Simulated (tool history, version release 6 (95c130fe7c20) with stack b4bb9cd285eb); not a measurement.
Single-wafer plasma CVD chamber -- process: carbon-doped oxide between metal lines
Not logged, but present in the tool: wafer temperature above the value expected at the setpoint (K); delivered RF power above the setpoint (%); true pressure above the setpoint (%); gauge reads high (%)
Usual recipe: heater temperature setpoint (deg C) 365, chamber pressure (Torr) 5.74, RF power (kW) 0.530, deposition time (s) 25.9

run    hour  heater temperature setpoint (deg C)  chamber pressure (Torr)  RF power (kW)  deposition time (s)  wafers since the last listed run  hours since the last thermocouple change  hours since the last RF generator calibration  hours since the last manometer calibration  hours since the showerhead was replaced  hours since the gauge calibration  read-back reference wafer on the same gauge, thickness_nm  mean film thickness on the monitor wafer (Å)
  1     0.0                                  365                     5.74          0.530                 28.3                                 0                                    1577.5                                         1792.7                                        86.8                                   4687.5                             1137.3                                                    160.155                                       1545.64
  2    38.0                                  365                     5.74          0.530                 28.3                              1368                                    1615.5                                         1830.7                                       124.8                                   4725.5                             1175.3                                                    159.753                                       1541.47
  3    87.6                                  365                     5.74          0.530                 25.9                              1786                                    1665.1                                         1880.3                                       174.4                                   4775.1                             1224.9                                                    160.031                                       1412.48
  4   112.9                                  365                     6.54          0.530                 29.9                               911                                    1690.4                                         1905.6                                       199.7                                   4800.4                             1250.2                                                    160.061                                       1682.98
  5   160.5                                  380                     5.74          0.610                 22.6                              1714                                    1738.0                                         1953.2                                       247.3                                   4848.0                             1297.8                                                    160.278                                       1310.59
  6   204.6                                  375                     7.01          0.440                 23.7                              1588                                    1782.1                                         1997.3                                       291.4                                   4892.1                             1341.9                                                    160.000                                       1151.91
  7   246.7                                  365                     5.74          0.530                 25.9                              1516                                    1824.2                                         2039.4                                       333.5                                   4934.2                             1384.0                                                    159.953                                       1418.54
  8   300.4                                  365                     5.74          0.615                 27.6                              1934                                    1877.9                                         2093.1                                       387.2                                   4987.9                             1437.7                                                    160.272                                       1651.97
      326.9  -- thermocouple changed; heater temperature recalibrated
      329.4  -- showerhead replaced
      339.7  -- capacitance manometer re-zeroed and calibrated, repeated, since the last time left the tool worse
  9   340.0                                  365                     6.32          0.530                 29.0                               761                                      13.1                                         2132.7                                         0.3                                     10.6                             1477.3                                                    159.911                                       1641.15
      371.9  -- RF generator calibrated
 10   392.4                                  365                     5.74          0.530                 25.9                              1599                                      65.5                                           20.5                                        52.7                                     63.0                             1529.7                                                    159.949                                       1435.75
 11   491.0                                  365                     6.15          0.495                 27.6                              3551                                     164.1                                          119.1                                       151.3                                    161.6                             1628.3                                                    159.658                                       1491.92
 12   541.3                                  365                     6.32          0.560                 25.9                              1811                                     214.4                                          169.4                                       201.6                                    211.9                             1678.6                                                    160.215                                       1524.95
 13   579.8                                  365                     5.74          0.530                 21.1                              1386                                     252.9                                          207.9                                       240.1                                    250.4                             1717.1                                                    159.940                                       1180.02
 14   624.0                                  352                     5.74          0.530                 25.9                              1592                                     297.1                                          252.1                                       284.3                                    294.6                             1761.3                                                    160.094                                       1514.14
 15   783.7                                  365                     7.13          0.440                 20.9                              5752                                     456.8                                          411.8                                       444.0                                    454.3                             1921.0                                                    159.870                                       1062.63
 16   816.0                                  365                     4.86          0.430                 28.4                              1163                                     489.1                                          444.1                                       476.3                                    486.6                             1953.3                                                    160.342                                       1331.57
 17   848.7                                  352                     5.03          0.435                 23.8                              1177                                     521.8                                          476.8                                       509.0                                    519.3                             1986.0                                                    160.273                                       1183.09
      862.2  -- gauge calibrated
 18   880.7                                  365                     5.74          0.530                 25.9                              1152                                     553.8                                          508.8                                       541.0                                    551.3                               18.5                                                    160.240                                       1453.79
 19   934.9                                  365                     5.74          0.530                 31.0                              1952                                     608.0                                          563.0                                       595.2                                    605.5                               72.7                                                    159.949                                       1730.53
 20   975.2                                  355                     5.34          0.500                 29.2                              1451                                     648.3                                          603.3                                       635.5                                    645.8                              113.0                                                    160.216                                       1594.44
 21  1015.4                                  365                     5.74          0.530                 25.9                              1448                                     688.5                                          643.5                                       675.7                                    686.0                              153.2                                                    160.066                                       1451.73
 22  1043.5                                  365                     5.74          0.530                 25.9                              1012                                     716.6                                          671.6                                       703.8                                    714.1                              181.3                                                    160.029                                       1454.04
 23  1089.0                                  379                     5.74          0.470                 25.9                              1638                                     762.1                                          717.1                                       749.3                                    759.6                              226.8                                                    159.955                                       1302.67
 24  1122.9                                  365                     7.02          0.610                 28.5                              1221                                     796.0                                          751.0                                       783.2                                    793.5                              260.7                                                    159.982                                       1789.91
 25  1194.0                                  352                     4.66          0.590                 28.7                              2561                                     867.1                                          822.1                                       854.3                                    864.6                              331.8                                                    160.210                                       1682.19
 26  1244.0                                  365                     5.74          0.530                 25.9                              1801                                     917.1                                          872.1                                       904.3                                    914.6                              381.8                                                    160.002                                       1444.50
 27  1299.3                                  372                     5.33          0.530                 29.5                              1991                                     972.4                                          927.4                                       959.6                                    969.9                              437.1                                                    160.055                                       1599.79
 28  1341.8                                  365                     5.18          0.630                 25.9                              1530                                    1014.9                                          969.9                                      1002.1                                   1012.4                              479.6                                                    159.965                                       1570.44

Run 29 has not been measured yet. What should we expect?
 29  1376.1                                  355                     5.74          0.500                 25.9                              1235                                    1049.2                                         1004.2                                      1036.4                                   1046.7                              513.9                                                          ?                                             ?

{"run 29": {"read-back reference wafer on the same gauge, thickness_nm": 160.019, "mean film thickness on the monitor wafer (Å)": 1450.46}}
Take away the tool's hidden state, keep the run-to-run variation as it was, and the same run would have given mean film thickness on the monitor wafer (Å) 1453.21.
